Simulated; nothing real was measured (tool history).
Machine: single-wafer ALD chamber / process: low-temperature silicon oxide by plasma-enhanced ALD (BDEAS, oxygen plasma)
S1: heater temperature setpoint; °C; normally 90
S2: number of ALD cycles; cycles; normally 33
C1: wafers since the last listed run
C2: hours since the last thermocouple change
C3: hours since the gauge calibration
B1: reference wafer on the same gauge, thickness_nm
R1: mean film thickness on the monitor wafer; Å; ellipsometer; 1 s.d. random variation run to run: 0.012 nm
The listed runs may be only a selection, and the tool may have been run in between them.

run,hour,S1,S2,C1,C2,C3,B1,R1
1,0.0,90,33,0,1498.9,121.6,4.741,46.37
2,33.2,90,33,300,1532.1,154.8,4.742,46.56
3,99.4,90,33,599,1598.3,221.0,4.742,46.57
4,133.4,90,33,307,1632.3,255.0,4.739,46.60
5,164.7,90,33,283,1663.6,286.3,4.738,46.62
# hour 221.6: gauge calibrated
6,250.1,90,37,773,1749.0,28.5,4.740,52.36
7,267.7,80,33,159,1766.6,46.1,4.741,47.93
8,284.5,90,30,152,1783.4,62.9,4.741,42.29
9,320.2,75,29,323,1819.1,98.6,4.742,42.68
10,334.8,84,29,132,1833.7,113.2,4.739,41.95
11,352.8,98,30,162,1851.7,131.2,4.740,41.44
12,369.2,101,27,148,1868.1,147.6,4.739,36.64
# hour 438.1: thermocouple changed; heater temperature recalibrated
13,462.7,90,33,773,24.6,241.1,4.740,46.51
14,551.0,90,28,799,112.9,329.4,4.741,39.63

For each run, what was the tool's unlogged condition?
wafer temperature above the value expected at the setpoint (K): 0 across all the runs
gauge reads high (%): 0 across all the runs

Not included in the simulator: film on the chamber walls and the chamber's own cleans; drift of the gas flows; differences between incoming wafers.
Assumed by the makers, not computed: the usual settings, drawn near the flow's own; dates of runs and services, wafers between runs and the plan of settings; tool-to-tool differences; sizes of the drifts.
